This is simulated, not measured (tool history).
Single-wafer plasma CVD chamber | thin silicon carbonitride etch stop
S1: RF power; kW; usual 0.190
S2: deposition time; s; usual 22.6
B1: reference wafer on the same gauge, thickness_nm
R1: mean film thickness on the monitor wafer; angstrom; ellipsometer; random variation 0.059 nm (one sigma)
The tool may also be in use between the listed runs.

run 1 hour=0.0 | S1=0.165 S2=19.0 | B1=13.519 | R1=102.38
run 2 hour=77.2 | S1=0.190 S2=22.6 | B1=13.492 | R1=127.85
run 3 hour=137.2 | S1=0.190 S2=22.6 | B1=13.469 | R1=128.23
run 4 hour=187.4 | S1=0.190 S2=22.6 | B1=13.504 | R1=128.32
run 5 hour=273.0 | S1=0.190 S2=21.6 | B1=13.503 | R1=123.02
run 6 hour=346.7 | S1=0.190 S2=21.6 | B1=13.488 | R1=122.26
-- hour=367.2 gauge calibrated
-- hour=447.6 thermocouple changed; heater temperature recalibrated
-- hour=454.7 showerhead replaced
run 7 hour=455.2 | S1=0.170 S2=22.6 | B1=13.505 | R1=124.12
run 8 hour=505.7 | S1=0.205 S2=20.1 | B1=13.513 | R1=116.13
-- hour=574.9 RF generator calibrated
run 9 hour=651.7 | S1=0.210 S2=26.4 | B1=13.486 | R1=154.13
run 10 hour=698.0 | S1=0.205 S2=20.1 | B1=13.522 | R1=116.05
run 11 hour=748.1 | S1=0.155 S2=22.6 | B1=13.508 | R1=119.70
run 12 hour=830.1 | S1=0.190 S2=22.6 | B1=13.496 | R1=128.17
run 13 hour=933.1 | S1=0.155 S2=21.3 | B1=13.505 | R1=113.06
run 14 hour=1039.4 | S1=0.225 S2=18.8 | B1=13.506 | R1=112.92
run 15 hour=1130.5 | S1=0.225 S2=24.1 | B1=13.511 | R1=143.94

Forecast each of these 3 alternatives for the next run:
run A hour=1130.9 | S1=0.190 S2=22.6 | B1=? | R1=?
run B hour=1130.9 | S1=0.155 S2=24.7 | B1=? | R1=?
run C hour=1130.9 | S1=0.205 S2=23.8 | B1=? | R1=?

run=A B1=13.482 R1=127.50
run=B B1=13.482 R1=130.12
run=C B1=13.482 R1=137.69
Without the tool's hidden state the same runs would have given:
run=A R1=127.50
run=B R1=130.12
run=C R1=137.69
